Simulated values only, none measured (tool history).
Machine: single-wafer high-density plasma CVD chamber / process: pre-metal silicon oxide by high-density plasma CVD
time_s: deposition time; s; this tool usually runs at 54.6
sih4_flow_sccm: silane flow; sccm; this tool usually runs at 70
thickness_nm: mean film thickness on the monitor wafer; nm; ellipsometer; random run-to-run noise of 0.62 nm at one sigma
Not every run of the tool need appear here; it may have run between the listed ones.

| run | hour | time_s | sih4_flow_sccm | read-back reference wafer on the same gauge, thickness_nm | thickness_nm |
|---|---|---|---|---|---|
| 1 | 0.0 | 59.7 | 70 | 470.009 | 471.968 |
| 2 | 16.2 | 59.7 | 70 | 470.132 | 473.814 |
| 3 | 24.6 | 54.6 | 70 | 470.173 | 433.404 |
| 4 | 36.4 | 54.6 | 70 | 469.574 | 431.934 |
| 5 | 50.5 | 54.6 | 70 | 470.063 | 432.609 |
| 6 | 61.6 | 57.3 | 70 | 469.702 | 454.076 |
| 7 | 74.5 | 54.6 | 70 | 469.957 | 432.917 |
| 8 | 89.8 | 54.6 | 70 | 469.846 | 433.631 |
| 9 | 98.1 | 54.6 | 79 | 469.589 | 489.233 |
| 10 | 109.6 | 54.6 | 70 | 469.896 | 433.699 |
| 11 | 123.9 | 54.6 | 70 | 470.083 | 433.810 |
| 12 | 136.5 | 54.6 | 70 | 470.269 | 434.273 |
|  | 138.1 | gauge calibrated |
| 13 | 171.6 | 54.6 | 70 | 470.155 | 434.321 |
| 14 | 188.2 | 54.6 | 70 | 469.857 | 433.905 |
| 15 | 194.3 | 60.8 | 79 | 470.110 | 544.954 |
| 16 | 207.0 | 60.8 | 79 | 470.180 | 546.392 |
| 17 | 214.9 | 59.4 | 80 | 470.147 | 539.833 |
| 18 | 223.9 | 54.6 | 70 | 470.140 | 435.581 |
| 19 | 236.4 | 54.6 | 80 | 470.225 | 496.572 |
| 20 | 252.4 | 46.7 | 59 | 469.923 | 314.046 |
| 21 | 266.4 | 44.5 | 77 | 470.125 | 390.106 |
| 22 | 280.4 | 59.7 | 70 | 470.311 | 476.223 |
| 23 | 288.4 | 48.0 | 70 | 469.748 | 381.813 |
|  | 296.8 | silane flow controller replaced |
| 24 | 297.3 | 44.0 | 70 | 470.021 | 332.739 |
| 25 | 310.1 | 47.3 | 66 | 470.007 | 335.854 |
| 26 | 319.0 | 46.2 | 61 | 470.257 | 303.870 |
| 27 | 329.4 | 58.7 | 70 | 470.023 | 443.534 |
| 28 | 342.0 | 54.6 | 70 | 470.003 | 413.353 |
| 29 | 356.0 | 59.4 | 70 | 470.193 | 449.087 |
| 30 | 374.0 | 54.6 | 82 | 470.450 | 484.105 |
| 31 | 386.1 | 60.5 | 75 | 469.989 | 490.358 |
| 32 | 395.8 | 45.6 | 76 | 469.879 | 374.323 |

Per-run results on a tool with no hidden state, each run keeping its own random variation:
What the log doesn't record here: delivered silane flow above the setpoint (%); gauge reads high (%).
| run | thickness_nm |
|---|---|
| 1 | 449.364 |
| 2 | 450.941 |
| 3 | 412.396 |
| 4 | 410.876 |
| 5 | 411.374 |
| 6 | 431.668 |
| 7 | 411.420 |
| 8 | 411.940 |
| 9 | 464.664 |
| 10 | 411.799 |
| 11 | 411.755 |
| 12 | 412.062 |
| 13 | 411.739 |
| 14 | 411.168 |
| 15 | 516.318 |
| 16 | 517.511 |
| 17 | 511.194 |
| 18 | 412.377 |
| 19 | 469.966 |
| 20 | 297.096 |
| 21 | 368.915 |
| 22 | 450.189 |
| 23 | 360.864 |
| 24 | 331.804 |
| 25 | 334.910 |
| 26 | 303.016 |
| 27 | 442.286 |
| 28 | 412.188 |
| 29 | 447.820 |
| 30 | 482.735 |
| 31 | 488.967 |
| 32 | 373.259 |
